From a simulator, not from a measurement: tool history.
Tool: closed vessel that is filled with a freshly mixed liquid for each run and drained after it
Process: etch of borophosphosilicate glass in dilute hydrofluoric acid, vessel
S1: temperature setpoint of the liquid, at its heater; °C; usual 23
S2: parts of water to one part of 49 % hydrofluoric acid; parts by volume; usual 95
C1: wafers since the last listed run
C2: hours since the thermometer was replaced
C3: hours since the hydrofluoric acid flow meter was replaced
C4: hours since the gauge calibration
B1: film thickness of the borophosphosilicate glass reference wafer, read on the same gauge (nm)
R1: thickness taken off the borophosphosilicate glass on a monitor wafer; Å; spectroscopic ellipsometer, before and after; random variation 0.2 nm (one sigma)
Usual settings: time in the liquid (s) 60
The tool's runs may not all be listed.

run 1 hour=0 | S1=26 S2=125 time_in_the_liquid_(s)=60 | C1=0 C2=683.5 C3=1006.9 C4=93.4 | B1=140.02 | R1=294.2
run 2 hour=46.4 | S1=26 S2=125 time_in_the_liquid_(s)=60 | C1=6390 C2=729.9 C3=1053.3 C4=139.8 | B1=139.99 | R1=290.2
run 3 hour=86.9 | S1=26 S2=125 time_in_the_liquid_(s)=60 | C1=5577 C2=770.4 C3=1093.8 C4=180.3 | B1=140 | R1=292.1
run 4 hour=134.5 | S1=21 S2=95 time_in_the_liquid_(s)=60 | C1=6555 C2=818 C3=1141.4 C4=227.9 | B1=139.98 | R1=328.6
run 5 hour=221.4 | S1=23 S2=95 time_in_the_liquid_(s)=80 | C1=11968 C2=904.9 C3=1228.3 C4=314.8 | B1=139.99 | R1=475.4
run 6 hour=296.4 | S1=23 S2=95 time_in_the_liquid_(s)=80 | C1=10329 C2=979.9 C3=1303.3 C4=389.8 | B1=139.99 | R1=469.3
run 7 hour=388.7 | S1=23 S2=95 time_in_the_liquid_(s)=60 | C1=12712 C2=1072.2 C3=1395.6 C4=482.1 | B1=139.99 | R1=357.9
-- hour=526.6 gauge calibrated
-- hour=581.2 hydrofluoric acid flow meter replaced
-- hour=590.9 thermometer replaced
run 8 hour=595.1 | S1=25 S2=95 time_in_the_liquid_(s)=30 | C1=28151 C2=4.2 C3=13.9 C4=68.5 | B1=139.98 | R1=187.8
run 9 hour=676.6 | S1=25.5 S2=70 time_in_the_liquid_(s)=30 | C1=11224 C2=85.7 C3=95.4 C4=150 | B1=139.98 | R1=270.7
run 10 hour=732.5 | S1=23 S2=95 time_in_the_liquid_(s)=85 | C1=7698 C2=141.6 C3=151.3 C4=205.9 | B1=140.02 | R1=498.6
run 11 hour=795.4 | S1=20.5 S2=135 time_in_the_liquid_(s)=70 | C1=8663 C2=204.5 C3=214.2 C4=268.8 | B1=140.01 | R1=250.5
run 12 hour=893 | S1=23 S2=50 time_in_the_liquid_(s)=60 | C1=13442 C2=302.1 C3=311.8 C4=366.4 | B1=139.99 | R1=710.2
run 13 hour=996.4 | S1=21.5 S2=130 time_in_the_liquid_(s)=75 | C1=14241 C2=405.5 C3=415.2 C4=469.8 | B1=139.97 | R1=290.4
run 14 hour=1063.9 | S1=23 S2=50 time_in_the_liquid_(s)=60 | C1=9296 C2=473 C3=482.7 C4=537.3 | B1=139.99 | R1=705.3
run 15 hour=1104.1 | S1=18.5 S2=95 time_in_the_liquid_(s)=60 | C1=5536 C2=513.2 C3=522.9 C4=577.5 | B1=139.98 | R1=295.5

Forecast each of these 3 alternatives for the next run:
run A hour=1104.8 | S1=23 S2=95 time_in_the_liquid_(s)=60 | C1=96 C2=513.9 C3=523.6 C4=578.2 | B1=? | R1=?
run B hour=1104.8 | S1=23 S2=45 time_in_the_liquid_(s)=40 | C1=96 C2=513.9 C3=523.6 C4=578.2 | B1=? | R1=?
run C hour=1104.8 | S1=23 S2=60 time_in_the_liquid_(s)=90 | C1=96 C2=513.9 C3=523.6 C4=578.2 | B1=? | R1=?

run=A B1=139.99 R1=350.9
run=B B1=139.99 R1=526.1
run=C B1=139.99 R1=870.7
Without the tool's hidden state the same runs would have given:
run=A R1=346
run=B R1=518.5
run=C R1=858.2
